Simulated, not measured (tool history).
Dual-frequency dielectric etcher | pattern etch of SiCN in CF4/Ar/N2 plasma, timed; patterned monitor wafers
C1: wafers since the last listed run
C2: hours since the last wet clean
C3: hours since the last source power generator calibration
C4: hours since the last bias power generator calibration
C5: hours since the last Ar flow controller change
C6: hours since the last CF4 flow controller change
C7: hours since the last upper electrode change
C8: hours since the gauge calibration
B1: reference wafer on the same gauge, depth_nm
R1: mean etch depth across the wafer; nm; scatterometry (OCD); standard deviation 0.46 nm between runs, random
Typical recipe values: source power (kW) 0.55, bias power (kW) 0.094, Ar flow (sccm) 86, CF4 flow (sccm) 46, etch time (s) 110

Run 1, hour 0: usual settings; C1 0; C2 252.8; C3 2309.9; C4 4148.1; C5 2926.1; C6 4515.8; C7 4232.7; C8 170.2; B1 117.9. Result: R1 100.6 nm.
Run 2, hour 7.6: usual settings but CF4 flow (sccm) 41; C1 60; C2 260.4; C3 2317.5; C4 4155.7; C5 2933.7; C6 4523.4; C7 4240.3; C8 177.8; B1 118. Result: R1 98 nm.
Run 3, hour 14.6: usual settings; C1 55; C2 267.4; C3 2324.5; C4 4162.7; C5 2940.7; C6 4530.4; C7 4247.3; C8 184.8; B1 118. Result: R1 100.1 nm.
Run 4, hour 29.6: usual settings; C1 118; C2 282.4; C3 2339.5; C4 4177.7; C5 2955.7; C6 4545.4; C7 4262.3; C8 199.8; B1 117.9. Result: R1 100.9 nm.
Run 5, hour 43.5: usual settings but CF4 flow (sccm) 42; C1 110; C2 296.3; C3 2353.4; C4 4191.6; C5 2969.6; C6 4559.3; C7 4276.2; C8 213.7; B1 118.1. Result: R1 98.5 nm.
Run 6, hour 59.8: usual settings but CF4 flow (sccm) 42; C1 129; C2 312.6; C3 2369.7; C4 4207.9; C5 2985.9; C6 4575.6; C7 4292.5; C8 230; B1 117.8. Result: R1 99.7 nm.
Run 7, hour 76.2: usual settings but CF4 flow (sccm) 42; C1 129; C2 329; C3 2386.1; C4 4224.3; C5 3002.3; C6 4592; C7 4308.9; C8 246.4; B1 118. Result: R1 97.9 nm.
Run 8, hour 82.7: usual settings but bias power (kW) 0.079; C1 51; C2 335.5; C3 2392.6; C4 4230.8; C5 3008.8; C6 4598.5; C7 4315.4; C8 252.9; B1 118.3. Result: R1 95.8 nm.
At hour 91.8: source power generator calibrated.
At hour 107.4: Ar flow controller replaced.
At hour 110.5: bias power generator calibrated.
Run 9, hour 130.7: usual settings; C1 276; C2 383.5; C3 38.9; C4 20.2; C5 23.3; C6 4646.5; C7 4363.4; C8 300.9; B1 118.1. Result: R1 99.6 nm.
At hour 157.7: gauge calibrated.
At hour 166.6: wet clean of the chamber.
At hour 185.5: upper electrode replaced.
At hour 186.2: CF4 flow controller replaced.
Run 10, hour 186.7: usual settings but source power (kW) 0.62, bias power (kW) 0.072; C1 97; C2 20.1; C3 94.9; C4 76.2; C5 79.3; C6 0.5; C7 1.2; C8 29; B1 117.8. Result: R1 106 nm.
Run 11, hour 191.6: usual settings; C1 38; C2 25; C3 99.8; C4 81.1; C5 84.2; C6 5.4; C7 6.1; C8 33.9; B1 117.8. Result: R1 104 nm.
Run 12, hour 201: usual settings but source power (kW) 0.43, bias power (kW) 0.077, CF4 flow (sccm) 53, etch time (s) 119; C1 74; C2 34.4; C3 109.2; C4 90.5; C5 93.6; C6 14.8; C7 15.5; C8 43.3; B1 118. Result: R1 91.9 nm.
Run 13, hour 215.2: usual settings but source power (kW) 0.6, Ar flow (sccm) 75, CF4 flow (sccm) 51; C1 112; C2 48.6; C3 123.4; C4 104.7; C5 107.8; C6 29; C7 29.7; C8 57.5; B1 117.9. Result: R1 114.3 nm.
Run 14, hour 222.6: usual settings but source power (kW) 0.43, bias power (kW) 0.118, etch time (s) 138.5; C1 58; C2 56; C3 130.8; C4 112.1; C5 115.2; C6 36.4; C7 37.1; C8 64.9; B1 117.9. Result: R1 117 nm.
Run 15, hour 245.6: usual settings but source power (kW) 0.68; C1 182; C2 79; C3 153.8; C4 135.1; C5 138.2; C6 59.4; C7 60.1; C8 87.9; B1 117.9. Result: R1 121.3 nm.
Run 16, hour 256.7: usual settings but etch time (s) 80.5; C1 87; C2 90.1; C3 164.9; C4 146.2; C5 149.3; C6 70.5; C7 71.2; C8 99; B1 118.1. Result: R1 75.7 nm.
Run 17, hour 267.2: usual settings but source power (kW) 0.43, bias power (kW) 0.118, etch time (s) 138.5; C1 83; C2 100.6; C3 175.4; C4 156.7; C5 159.8; C6 81; C7 81.7; C8 109.5; B1 118.1. Result: R1 116.5 nm.
Run 18, hour 278.3: usual settings but Ar flow (sccm) 80, CF4 flow (sccm) 39, etch time (s) 133; C1 87; C2 111.7; C3 186.5; C4 167.8; C5 170.9; C6 92.1; C7 92.8; C8 120.6; B1 118. Result: R1 121.8 nm.

Entry by entry between the runs, the difference in hidden state between the last listed run before and the first listed run after:
From run 8 to run 9: source power generator calibrated (hour 91.8); Ar flow controller replaced (hour 107.4); bias power generator calibrated (hour 110.5)
  etch rate over this chamber's usual, %: -4.19 -> -4.77
  the result without the hidden state subtracted from the measured one, R1: -4.2 -> -5 nm
From run 9 to run 10: gauge calibrated (hour 157.7); wet clean of the chamber (hour 166.6); upper electrode replaced (hour 185.5); CF4 flow controller replaced (hour 186.2)
  etch rate over this chamber's usual, %: -4.77 -> -0.214
  the result without the hidden state subtracted from the measured one, R1: -5 -> -0.2 nm
